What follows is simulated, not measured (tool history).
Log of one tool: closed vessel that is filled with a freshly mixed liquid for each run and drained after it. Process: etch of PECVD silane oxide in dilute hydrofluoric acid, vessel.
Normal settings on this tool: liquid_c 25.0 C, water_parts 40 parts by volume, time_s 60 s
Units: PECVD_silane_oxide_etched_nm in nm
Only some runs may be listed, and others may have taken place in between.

run    hour  liquid_c  water_parts  time_s  wafers since the last listed run  hours since the thermometer was replaced  hours since the hydrofluoric acid flow meter was replaced  hours since the gauge calibration  read-back film thickness of the PECVD silane oxide reference wafer, read on the same gauge (nm)  PECVD_silane_oxide_etched_nm
  1     0.0      25.0           40      60                                 0                                    1428.7                                                      602.0                              872.3                                                                                            69.57                         88.32
        8.1  -- hydrofluoric acid flow meter replaced
  2    47.3      25.0           40      60                              3372                                    1476.0                                                       39.2                              919.6                                                                                            69.51                         87.87
  3   102.9      25.0           55      60                              4050                                    1531.6                                                       94.8                              975.2                                                                                            69.47                         63.27
  4   163.7      25.0           55      60                              4429                                    1592.4                                                      155.6                             1036.0                                                                                            69.37                         63.41
  5   233.5      25.0           50      60                              5084                                    1662.2                                                      225.4                             1105.8                                                                                            69.29                         69.18
  6   301.1      25.0           50      60                              4924                                    1729.8                                                      293.0                             1173.4                                                                                            69.22                         70.33
  7   377.2      25.0           50      60                              5543                                    1805.9                                                      369.1                             1249.5                                                                                            69.13                         69.82
  8   468.6      25.0           40      60                              6658                                    1897.3                                                      460.5                             1340.9                                                                                            69.00                         87.61
  9   509.8      28.0           40      60                              3001                                    1938.5                                                      501.7                             1382.1                                                                                            68.93                        100.70
 10   562.1      25.0           40      60                              3809                                    1990.8                                                      554.0                             1434.4                                                                                            68.90                         88.54
      609.4  -- hydrofluoric acid flow meter replaced
 11   642.5      28.5           45      30                              5783                                    2071.2                                                       33.1                             1514.8                                                                                            68.77                         44.76
 12   712.3      25.0           40      75                              5084                                    2141.0                                                      102.9                             1584.6                                                                                            68.71                        109.02
 13   799.8      21.5           60      60                              6374                                    2228.5                                                      190.4                             1672.1                                                                                            68.60                         48.40
 14   864.8      25.0           20      60                              4734                                    2293.5                                                      255.4                             1737.1                                                                                            68.52                        179.28
 15   911.1      27.5           30      85                              3372                                    2339.8                                                      301.7                             1783.4                                                                                            68.47                        186.43
 16   991.9      25.0           60      60                              5885                                    2420.6                                                      382.5                             1864.2                                                                                            68.37                         56.54
     1022.0  -- gauge calibrated
 17  1082.2      26.5           55      60                              6578                                    2510.9                                                      472.8                               60.2                                                                                            69.84                         66.51
 18  1127.9      28.5           50      60                              3329                                    2556.6                                                      518.5                              105.9                                                                                            69.76                         80.75
 19  1225.3      20.5           55      85                              7095                                    2654.0                                                      615.9                              203.3                                                                                            69.65                         74.62
 20  1332.5      20.5           35      85                              7809                                    2761.2                                                      723.1                              310.5                                                                                            69.54                        118.11
     1374.5  -- hydrofluoric acid flow meter replaced
 21  1410.6      22.5           20      90                              5616                                    2839.3                                                       36.1                              388.6                                                                                            69.41                        245.07
 22  1490.5      25.0           40      90                              5820                                    2919.2                                                      116.0                              468.5                                                                                            69.33                        133.86
     1555.7  -- thermometer replaced
 23  1567.5      25.0           35      60                              5536                                      11.8                                                      193.0                              545.5                                                                                            69.26                        102.54
 24  1673.8      23.5           40      90                              7743                                     118.1                                                      299.3                              651.8                                                                                            69.09                        125.57
 25  1770.5      25.0           40      30                              7044                                     214.8                                                      396.0                              748.5                                                                                            69.00                         44.35
 26  1826.2      21.0           35      30                              4057                                     270.5                                                      451.7                              804.2                                                                                            68.91                         42.79
 27  1929.4      25.0           40      60                              7517                                     373.7                                                      554.9                              907.4                                                                                            68.80                         88.40
 28  1988.6      25.0           40      60                              4312                                     432.9                                                      614.1                              966.6                                                                                            68.73                         88.02
     2035.2  -- hydrofluoric acid flow meter replaced
 29  2051.7      27.5           55      60                              4523                                     496.0                                                       16.5                             1029.7                                                                                            68.65                         69.38
 30  2114.0      25.0           40      60                              4538                                     558.3                                                       78.8                             1092.0                                                                                            68.58                         87.95
 31  2171.8      25.0           45      90                              4210                                     616.1                                                      136.6                             1149.8                                                                                            68.51                        114.86
 32  2257.9      25.0           40      60                              6272                                     702.2                                                      222.7                             1235.9                                                                                            68.39                         87.29
 33  2350.2      23.0           25      80                              6723                                     794.5                                                      315.0                             1328.2                                                                                            68.29                        172.82

Consider 3 possible next runs. They are alternatives, not a sequence: every one starts from the tool as it was left by run 33. What does each give?
  A  2350.9      25.0           40      60                                50                                     795.2                                                      315.7                             1328.9                                                                                                ?                             ?
  B  2350.9      23.0           60      30                                50                                     795.2                                                      315.7                             1328.9                                                                                                ?                             ?
  C  2350.9      27.5           45      30                                50                                     795.2                                                      315.7                             1328.9                                                                                                ?                             ?

run  read-back film thickness of the PECVD silane oxide reference wafer, read on the same gauge (nm)  PECVD_silane_oxide_etched_nm
  A                                                                                            68.30                         86.96
  B                                                                                            68.30                         26.00
  C                                                                                            68.30                         42.48
Without the tool's hidden state the same runs would have given:
run  PECVD_silane_oxide_etched_nm
  A                         89.14
  B                         26.65
  C                         43.55
